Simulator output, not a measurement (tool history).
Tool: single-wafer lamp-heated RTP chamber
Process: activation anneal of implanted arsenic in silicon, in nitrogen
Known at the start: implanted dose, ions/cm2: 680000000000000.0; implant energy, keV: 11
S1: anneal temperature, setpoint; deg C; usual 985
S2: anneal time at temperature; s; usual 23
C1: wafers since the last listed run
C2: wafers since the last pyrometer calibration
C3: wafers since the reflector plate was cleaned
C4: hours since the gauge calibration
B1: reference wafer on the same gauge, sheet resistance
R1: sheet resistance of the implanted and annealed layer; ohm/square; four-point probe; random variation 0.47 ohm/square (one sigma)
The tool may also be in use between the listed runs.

| run | hour | S1 | S2 | C1 | C2 | C3 | C4 | B1 | R1 |
|---|---|---|---|---|---|---|---|---|---|
| 1 | 0.0 | 985 | 23 | 0 | 4417 | 5213 | 303.4 | 166.78 | 201.13 |
| 2 | 18.3 | 985 | 23 | 370 | 4788 | 5584 | 321.7 | 167.03 | 202.14 |
| 3 | 44.1 | 985 | 23 | 522 | 5310 | 6106 | 347.5 | 167.06 | 201.90 |
| 4 | 60.2 | 985 | 23 | 325 | 5636 | 6432 | 363.6 | 167.15 | 202.43 |
| 5 | 80.0 | 985 | 23 | 400 | 6037 | 6833 | 383.4 | 167.31 | 201.67 |
| 6 | 114.6 | 968 | 15 | 700 | 6737 | 7534 | 418.0 | 167.57 | 213.93 |
| 7 | 131.9 | 968 | 15 | 350 | 7088 | 7884 | 435.3 | 167.55 | 214.15 |
| 8 | 167.8 | 968 | 15 | 726 | 7815 | 8611 | 471.2 | 167.90 | 214.36 |
| 9 | 182.8 | 985 | 23 | 303 | 8118 | 8915 | 486.2 | 167.84 | 202.04 |
|  | 203.8 | pyrometer window cleaned and pyrometer calibrated |
| 10 | 204.3 | 985 | 23 | 273 | 10 | 9188 | 507.7 | 168.11 | 202.57 |
| 11 | 217.3 | 985 | 23 | 263 | 274 | 9451 | 520.7 | 168.00 | 202.06 |
|  | 235.2 | gauge calibrated |
| 12 | 244.0 | 985 | 23 | 540 | 814 | 9992 | 8.8 | 166.25 | 200.64 |
|  | 258.8 | reflector plate cleaned |
| 13 | 264.4 | 975 | 17 | 251 | 1065 | 114 | 29.2 | 166.21 | 208.71 |
| 14 | 295.2 | 985 | 23 | 623 | 1689 | 737 | 60.0 | 166.06 | 200.91 |
| 15 | 326.8 | 985 | 30 | 639 | 2329 | 1377 | 91.6 | 166.28 | 196.19 |
| 16 | 341.8 | 985 | 12 | 303 | 2632 | 1681 | 106.6 | 166.16 | 209.63 |
| 17 | 361.8 | 976 | 12 | 404 | 3037 | 2086 | 126.6 | 166.37 | 212.99 |
| 18 | 397.3 | 963 | 33 | 718 | 3756 | 2805 | 162.1 | 166.35 | 204.28 |
| 19 | 432.9 | 1001 | 23 | 720 | 4477 | 3525 | 197.7 | 166.46 | 194.06 |
| 20 | 461.7 | 994 | 32 | 583 | 5060 | 4109 | 226.5 | 166.68 | 191.62 |
| 21 | 476.2 | 976 | 23 | 293 | 5354 | 4402 | 241.0 | 166.54 | 204.23 |
| 22 | 499.1 | 976 | 23 | 463 | 5818 | 4866 | 263.9 | 166.82 | 203.73 |
| 23 | 546.2 | 985 | 16 | 953 | 6771 | 5820 | 311.0 | 167.04 | 206.45 |
| 24 | 578.8 | 1003 | 16 | 660 | 7431 | 6480 | 343.6 | 167.14 | 200.84 |
| 25 | 611.5 | 985 | 31 | 662 | 8093 | 7142 | 376.3 | 167.40 | 196.22 |

5 ways to go on from here, each from the tool as it stands after run 25. What would each give?
| A | 611.9 | 985 | 23 | 8 | 8102 | 7150 | 376.7 | ? | ? |
| B | 611.9 | 1009 | 10 | 8 | 8102 | 7150 | 376.7 | ? | ? |
| C | 611.9 | 973 | 23 | 8 | 8102 | 7150 | 376.7 | ? | ? |
| D | 611.9 | 1006 | 13 | 8 | 8102 | 7150 | 376.7 | ? | ? |
| E | 611.9 | 976 | 15 | 8 | 8102 | 7150 | 376.7 | ? | ? |

| run | B1 | R1 |
|---|---|---|
| A | 167.37 | 201.22 |
| B | 167.37 | 204.30 |
| C | 167.37 | 205.73 |
| D | 167.37 | 201.66 |
| E | 167.37 | 210.42 |
Without the tool's hidden state the same runs would have given:
| run | R1 |
|---|---|
| A | 199.73 |
| B | 202.79 |
| C | 204.20 |
| D | 200.16 |
| E | 208.86 |
